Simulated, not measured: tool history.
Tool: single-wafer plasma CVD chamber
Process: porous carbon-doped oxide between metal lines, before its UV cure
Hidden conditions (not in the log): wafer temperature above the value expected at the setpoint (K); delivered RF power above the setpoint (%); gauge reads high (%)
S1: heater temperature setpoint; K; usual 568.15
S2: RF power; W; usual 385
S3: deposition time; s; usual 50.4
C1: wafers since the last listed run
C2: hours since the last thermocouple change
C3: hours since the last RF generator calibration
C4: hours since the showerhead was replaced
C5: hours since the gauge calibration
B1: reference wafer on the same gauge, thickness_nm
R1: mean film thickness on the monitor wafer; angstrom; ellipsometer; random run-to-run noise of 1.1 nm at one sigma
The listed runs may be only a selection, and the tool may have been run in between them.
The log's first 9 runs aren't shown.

{"run": 10, "day": 14.5, "S1": 568.15, "S2": 385, "S3": 50.4, "C1": 1465, "C2": 1335.6, "C3": 903, "C4": 2656.9, "C5": 770.2, "B1": 163.484, "R1": 2039.4}
{"run": 11, "day": 17.196, "S1": 568.15, "S2": 385, "S3": 50.4, "C1": 1782, "C2": 1400.3, "C3": 967.7, "C4": 2721.6, "C5": 834.9, "B1": 163.473, "R1": 2038.33}
{"run": 12, "day": 18.583, "S1": 562.15, "S2": 320, "S3": 41.1, "C1": 917, "C2": 1433.6, "C3": 1001, "C4": 2754.9, "C5": 868.2, "B1": 163.224, "R1": 1424.6}
{"run": 13, "day": 20.7, "S1": 555.15, "S2": 330, "S3": 59.5, "C1": 1399, "C2": 1484.4, "C3": 1051.8, "C4": 2805.7, "C5": 919, "B1": 163.045, "R1": 2191.17}
{"run": 14, "day": 22.833, "S1": 555.15, "S2": 455, "S3": 44.5, "C1": 1410, "C2": 1535.6, "C3": 1103, "C4": 2856.9, "C5": 970.2, "B1": 162.863, "R1": 2222.32}
{"run": 15, "day": 24.329, "S1": 575.15, "S2": 350, "S3": 47.6, "C1": 988, "C2": 1571.5, "C3": 1138.9, "C4": 2892.8, "C5": 1006.1, "B1": 162.876, "R1": 1678.6}
{"day": 24.833, "done": "RF generator calibrated"}
{"run": 16, "day": 26.033, "S1": 553.15, "S2": 440, "S3": 54.6, "C1": 906, "C2": 1612.4, "C3": 28.8, "C4": 2933.7, "C5": 1047, "B1": 162.704, "R1": 2658.88}
{"run": 17, "day": 30.183, "S1": 561.15, "S2": 385, "S3": 50.4, "C1": 2743, "C2": 1712, "C3": 128.4, "C4": 3033.3, "C5": 1146.6, "B1": 162.678, "R1": 2100.11}
{"run": 18, "day": 31.396, "S1": 564.15, "S2": 420, "S3": 55.6, "C1": 801, "C2": 1741.1, "C3": 157.5, "C4": 3062.4, "C5": 1175.7, "B1": 162.678, "R1": 2460.3}
{"run": 19, "day": 34.362, "S1": 568.15, "S2": 385, "S3": 50.4, "C1": 1961, "C2": 1812.3, "C3": 228.7, "C4": 3133.6, "C5": 1246.9, "B1": 162.36, "R1": 2015.39}
{"run": 20, "day": 36.483, "S1": 568.15, "S2": 385, "S3": 50.4, "C1": 1401, "C2": 1863.2, "C3": 279.6, "C4": 3184.5, "C5": 1297.8, "B1": 162.16, "R1": 2037.43}
{"run": 21, "day": 38.175, "S1": 568.15, "S2": 445, "S3": 54.8, "C1": 1118, "C2": 1903.8, "C3": 320.2, "C4": 3225.1, "C5": 1338.4, "B1": 162.276, "R1": 2516.47}
{"run": 22, "day": 40.829, "S1": 568.15, "S2": 310, "S3": 50.4, "C1": 1754, "C2": 1967.5, "C3": 383.9, "C4": 3288.8, "C5": 1402.1, "B1": 162.131, "R1": 1620.64}
{"run": 23, "day": 42.7, "S1": 568.15, "S2": 385, "S3": 50.4, "C1": 1236, "C2": 2012.4, "C3": 428.8, "C4": 3333.7, "C5": 1447, "B1": 162.213, "R1": 2032.17}
{"day": 44.654, "done": "showerhead replaced"}
{"run": 24, "day": 45.571, "S1": 568.15, "S2": 385, "S3": 50.4, "C1": 1677, "C2": 2081.3, "C3": 497.7, "C4": 22, "C5": 1515.9, "B1": 162.077, "R1": 2014.06}
{"day": 46.0, "done": "thermocouple changed; heater temperature recalibrated"}
{"day": 46.771, "done": "gauge calibrated"}
{"run": 25, "day": 49.308, "S1": 555.15, "S2": 445, "S3": 41.3, "C1": 2250, "C2": 79.4, "C3": 587.4, "C4": 111.7, "C5": 60.9, "B1": 169.202, "R1": 2131.96}
{"run": 26, "day": 51.642, "S1": 568.15, "S2": 360, "S3": 43.3, "C1": 1542, "C2": 135.4, "C3": 643.4, "C4": 167.7, "C5": 116.9, "B1": 168.43, "R1": 1688.44}
{"run": 27, "day": 60.533, "S1": 568.15, "S2": 355, "S3": 40.4, "C1": 5877, "C2": 348.8, "C3": 856.8, "C4": 381.1, "C5": 330.3, "B1": 166.623, "R1": 1544.15}
{"run": 28, "day": 62.258, "S1": 568.15, "S2": 440, "S3": 50.4, "C1": 1140, "C2": 390.2, "C3": 898.2, "C4": 422.5, "C5": 371.7, "B1": 166.521, "R1": 2337}
{"run": 29, "day": 64.592, "S1": 572.15, "S2": 385, "S3": 50.4, "C1": 1542, "C2": 446.2, "C3": 954.2, "C4": 478.5, "C5": 427.7, "B1": 166.022, "R1": 2014.24}
{"run": 30, "day": 67.221, "S1": 568.15, "S2": 360, "S3": 50.4, "C1": 1738, "C2": 509.3, "C3": 1017.3, "C4": 541.6, "C5": 490.8, "B1": 165.625, "R1": 1924.38}
{"run": 31, "day": 68.271, "S1": 573.15, "S2": 360, "S3": 45.8, "C1": 694, "C2": 534.5, "C3": 1042.5, "C4": 566.8, "C5": 516, "B1": 165.525, "R1": 1703.1}
{"day": 69.971, "done": "RF generator calibrated"}
{"run": 32, "day": 70.612, "S1": 568.15, "S2": 355, "S3": 50.4, "C1": 1327, "C2": 590.7, "C3": 15.4, "C4": 623, "C5": 572.2, "B1": 165.169, "R1": 1899.17}
{"run": 33, "day": 73.538, "S1": 568.15, "S2": 385, "S3": 50.4, "C1": 1933, "C2": 660.9, "C3": 85.6, "C4": 693.2, "C5": 642.4, "B1": 164.797, "R1": 2059.47}
{"run": 34, "day": 76.238, "S1": 579.15, "S2": 430, "S3": 42.2, "C1": 1784, "C2": 725.7, "C3": 150.4, "C4": 758, "C5": 707.2, "B1": 164.719, "R1": 1814.55}

Here are 4 independent what-if runs from the current tool condition. What would each one return?
{"run": "A", "day": 76.254, "S1": 568.15, "S2": 385, "S3": 50.4, "C1": 11, "C2": 726.1, "C3": 150.8, "C4": 758.4, "C5": 707.6, "B1": "?", "R1": "?"}
{"run": "B", "day": 76.254, "S1": 568.15, "S2": 455, "S3": 50.4, "C1": 11, "C2": 726.1, "C3": 150.8, "C4": 758.4, "C5": 707.6, "B1": "?", "R1": "?"}
{"run": "C", "day": 76.254, "S1": 580.15, "S2": 325, "S3": 50.4, "C1": 11, "C2": 726.1, "C3": 150.8, "C4": 758.4, "C5": 707.6, "B1": "?", "R1": "?"}
{"run": "D", "day": 76.254, "S1": 576.15, "S2": 310, "S3": 44.9, "C1": 11, "C2": 726.1, "C3": 150.8, "C4": 758.4, "C5": 707.6, "B1": "?", "R1": "?"}

run=A B1=164.656 R1=2045.29
run=B B1=164.656 R1=2383.5
run=C B1=164.656 R1=1623.9
run=D B1=164.656 R1=1405.83
With no hidden state in the tool, these same runs would have given:
run=A R1=2099.23
run=B R1=2446.36
run=C R1=1666.73
run=D R1=1442.9
